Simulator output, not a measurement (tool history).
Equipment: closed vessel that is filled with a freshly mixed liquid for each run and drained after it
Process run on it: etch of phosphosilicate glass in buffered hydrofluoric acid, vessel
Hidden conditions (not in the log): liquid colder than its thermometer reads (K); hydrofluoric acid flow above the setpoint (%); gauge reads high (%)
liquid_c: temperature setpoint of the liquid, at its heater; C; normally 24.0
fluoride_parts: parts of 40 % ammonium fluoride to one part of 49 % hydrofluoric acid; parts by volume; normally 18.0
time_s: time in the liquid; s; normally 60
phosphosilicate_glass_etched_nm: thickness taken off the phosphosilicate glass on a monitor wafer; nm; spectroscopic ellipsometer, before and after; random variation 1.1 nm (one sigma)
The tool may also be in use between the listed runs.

run,hour,liquid_c,fluoride_parts,time_s,wafers since the last listed run,hours since the thermometer was replaced,hours since the hydrofluoric acid flow meter was replaced,hours since the gauge calibration,"read-back film thickness of the phosphosilicate glass reference wafer, read on the same gauge (nm)",phosphosilicate_glass_etched_nm
1,0.0,27.0,18.0,60,0,942.2,1841.4,1061.9,110.07,220.27
2,64.2,21.0,18.0,60,6769,1006.4,1905.6,1126.1,110.00,161.11
3,118.1,24.0,18.0,60,5683,1060.3,1959.5,1180.0,110.03,189.97
# hour 131.3: gauge calibrated
4,187.0,24.0,18.0,70,7265,1129.2,2028.4,55.7,109.98,220.33
5,235.8,24.0,12.5,60,5145,1178.0,2077.2,104.5,110.01,270.94
6,292.2,24.0,14.5,60,5946,1234.4,2133.6,160.9,109.98,234.45
7,332.1,24.0,21.5,60,4207,1274.3,2173.5,200.8,110.02,161.66
8,361.8,24.0,21.5,60,3131,1304.0,2203.2,230.5,109.95,161.89
9,410.9,24.0,18.0,60,5177,1353.1,2252.3,279.6,110.00,188.80
10,448.9,27.0,21.5,85,4006,1391.1,2290.3,317.6,110.01,267.91
11,491.9,24.0,14.0,60,4534,1434.1,2333.3,360.6,110.00,241.03
12,562.2,20.5,20.5,45,7412,1504.4,2403.6,430.9,110.02,102.55
13,609.7,24.0,18.0,75,5008,1551.9,2451.1,478.4,110.03,234.33
14,674.7,21.0,13.5,60,6853,1616.9,2516.1,543.4,109.97,210.37
15,730.4,24.0,14.0,60,5873,1672.6,2571.8,599.1,110.00,242.13
16,782.6,28.0,20.5,80,5504,1724.8,2624.0,651.3,110.00,275.66
# hour 810.1: hydrofluoric acid flow meter replaced
17,844.1,27.5,16.0,60,6379,1786.3,34.0,712.8,109.98,255.07
18,869.4,24.0,20.0,30,2667,1811.6,59.3,738.1,109.99,84.73
# hour 879.9: thermometer replaced
19,908.8,24.0,18.0,60,4049,28.9,98.7,777.5,110.03,187.67
20,976.1,24.0,18.0,60,7096,96.2,166.0,844.8,109.97,186.86
21,1026.2,24.0,18.0,60,5282,146.3,216.1,894.9,110.00,187.67
22,1105.2,20.0,18.0,60,8329,225.3,295.1,973.9,110.01,151.26
23,1169.0,24.0,18.0,80,6727,289.1,358.9,1037.7,110.00,250.29
# hour 1207.3: gauge calibrated
24,1239.1,24.0,18.0,60,7391,359.2,429.0,31.8,110.02,187.07
25,1300.0,24.0,25.0,60,6421,420.1,489.9,92.7,109.98,147.66
26,1364.4,26.0,12.5,30,6790,484.5,554.3,157.1,110.02,150.64
27,1400.3,27.0,18.0,60,3785,520.4,590.2,193.0,109.98,220.68
28,1432.7,27.5,13.5,70,3416,552.8,622.6,225.4,109.99,355.61
29,1478.5,26.5,21.0,60,4829,598.6,668.4,271.2,109.96,187.89
30,1510.5,24.0,18.0,60,3374,630.6,700.4,303.2,110.00,188.81
31,1556.1,24.0,20.0,80,4808,676.2,746.0,348.8,110.00,225.23
32,1585.3,24.0,18.0,60,3078,705.4,775.2,378.0,110.03,187.67
33,1638.2,24.0,18.0,45,5577,758.3,828.1,430.9,110.02,141.02

Consider 3 possible next runs. They are alternatives, not a sequence: every one starts from the tool as it was left by run 33. What does each give?
A,1638.9,24.0,18.0,60,73,759.0,828.8,431.6,?,?
B,1638.9,26.5,23.5,90,73,759.0,828.8,431.6,?,?
C,1638.9,20.0,20.5,60,73,759.0,828.8,431.6,?,?

run,"read-back film thickness of the phosphosilicate glass reference wafer, read on the same gauge (nm)",phosphosilicate_glass_etched_nm
A,110.03,189.07
B,110.03,262.12
C,110.03,134.21
What these runs would have given with no unlogged condition in the tool:
run,phosphosilicate_glass_etched_nm
A,189.07
B,262.12
C,134.21

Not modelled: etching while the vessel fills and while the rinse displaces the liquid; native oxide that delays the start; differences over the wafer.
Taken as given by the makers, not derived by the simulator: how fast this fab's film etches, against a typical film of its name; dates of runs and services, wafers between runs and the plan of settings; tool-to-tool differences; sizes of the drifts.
